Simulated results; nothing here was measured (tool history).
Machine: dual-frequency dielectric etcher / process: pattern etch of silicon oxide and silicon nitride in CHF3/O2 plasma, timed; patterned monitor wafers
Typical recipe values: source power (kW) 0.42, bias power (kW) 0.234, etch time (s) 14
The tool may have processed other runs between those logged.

run,hour,source power (kW),bias power (kW),etch time (s),wafers since the last listed run,hours since the last wet clean,hours since the last source power generator calibration,hours since the last bias power generator calibration,hours since the last upper electrode change,hours since the gauge calibration,"read-back reference wafer on the same gauge, depth_nm",mean etch depth across the wafer (Å)
1,0,0.38,0.234,14,0,424.4,3200.5,1859.4,2739.7,831.8,19.15,203.3
# hour 46: wet clean of the chamber
2,46.5,0.38,0.234,14,485,0.5,3247,1905.9,2786.2,878.3,19.21,203.7
3,72.2,0.42,0.234,14,554,26.2,3272.7,1931.6,2811.9,904,19.21,213.6
4,116,0.42,0.234,14,945,70,3316.5,1975.4,2855.7,947.8,19.27,214.4
5,168.8,0.42,0.234,14,1139,122.8,3369.3,2028.2,2908.5,1000.6,19.28,214.8
6,212.3,0.42,0.273,14,938,166.3,3412.8,2071.7,2952,1044.1,19.33,234.9
7,427.4,0.42,0.273,14,4641,381.4,3627.9,2286.8,3167.1,1259.2,19.48,233.1
# hour 464: wet clean of the chamber
8,464.5,0.42,0.234,14,282,0.5,3665,2323.9,3204.2,1296.3,19.51,216.1
# hour 504.1: gauge calibrated
9,506.6,0.44,0.234,11.5,908,42.6,3707.1,2366,3246.3,2.5,18.7,171
10,539.8,0.42,0.234,14,716,75.8,3740.3,2399.2,3279.5,35.7,18.71,206.5
11,624.6,0.46,0.234,14,1829,160.6,3825.1,2484,3364.3,120.5,18.78,213.8
12,656.7,0.46,0.234,14,692,192.7,3857.2,2516.1,3396.4,152.6,18.8,216
# hour 666.9: source power generator calibrated
13,691.1,0.46,0.234,14,655,227.1,24.2,2550.5,3430.8,187,18.8,214.4
14,718.8,0.42,0.234,14,597,254.8,51.9,2578.2,3458.5,214.7,18.82,208.7
15,772.4,0.42,0.234,14,1156,308.4,105.5,2631.8,3512.1,268.3,18.86,209.8
16,832.4,0.42,0.234,14,1294,368.4,165.5,2691.8,3572.1,328.3,18.91,208.7
17,885.9,0.46,0.234,14,1154,421.9,219,2745.3,3625.6,381.8,18.96,218.8
# hour 898.8: bias power generator calibrated
18,912.7,0.42,0.234,14,491,448.7,245.8,13.9,3652.4,408.6,18.99,209.2
# hour 976.6: wet clean of the chamber
# hour 993.6: upper electrode replaced
19,994.1,0.38,0.234,14,870,17.5,327.2,95.3,0.5,490,19.04,203.6
20,1025.8,0.42,0.198,11.5,684,49.2,358.9,127,32.2,521.7,19.08,156.8
21,1067.5,0.42,0.234,14,899,90.9,400.6,168.7,73.9,563.4,19.08,211.1
22,1110.9,0.36,0.234,14,936,134.3,444,212.1,117.3,606.8,19.13,198.7
23,1139.9,0.48,0.252,12.5,625,163.3,473,241.1,146.3,635.8,19.12,207.9
24,1178.8,0.42,0.184,15.5,839,202.2,511.9,280,185.2,674.7,19.19,205.5
25,1241,0.42,0.234,11,1342,264.4,574.1,342.2,247.4,736.9,19.23,167.5
26,1305.2,0.47,0.204,12.5,1385,328.6,638.3,406.4,311.6,801.1,19.26,184.4
27,1342.8,0.42,0.267,18,811,366.2,675.9,444,349.2,838.7,19.29,295.6
28,1409.1,0.42,0.234,11.5,1430,432.5,742.2,510.3,415.5,905,19.35,177.3

Below are 3 alternative next runs, each starting from the tool's condition after run 28. Predict each:
A,1409.5,0.42,0.187,14,8,432.9,742.6,510.7,415.9,905.4,?,?
B,1409.5,0.34,0.273,15.5,8,432.9,742.6,510.7,415.9,905.4,?,?
C,1409.5,0.42,0.269,14,8,432.9,742.6,510.7,415.9,905.4,?,?

run,"read-back reference wafer on the same gauge, depth_nm",mean etch depth across the wafer (Å)
A,19.34,187
B,19.34,236
C,19.34,228.5
Stripped of hidden state, with their random variation kept, the same runs would have yielded:
run,mean etch depth across the wafer (Å)
A,179.8
B,226.9
C,219.7

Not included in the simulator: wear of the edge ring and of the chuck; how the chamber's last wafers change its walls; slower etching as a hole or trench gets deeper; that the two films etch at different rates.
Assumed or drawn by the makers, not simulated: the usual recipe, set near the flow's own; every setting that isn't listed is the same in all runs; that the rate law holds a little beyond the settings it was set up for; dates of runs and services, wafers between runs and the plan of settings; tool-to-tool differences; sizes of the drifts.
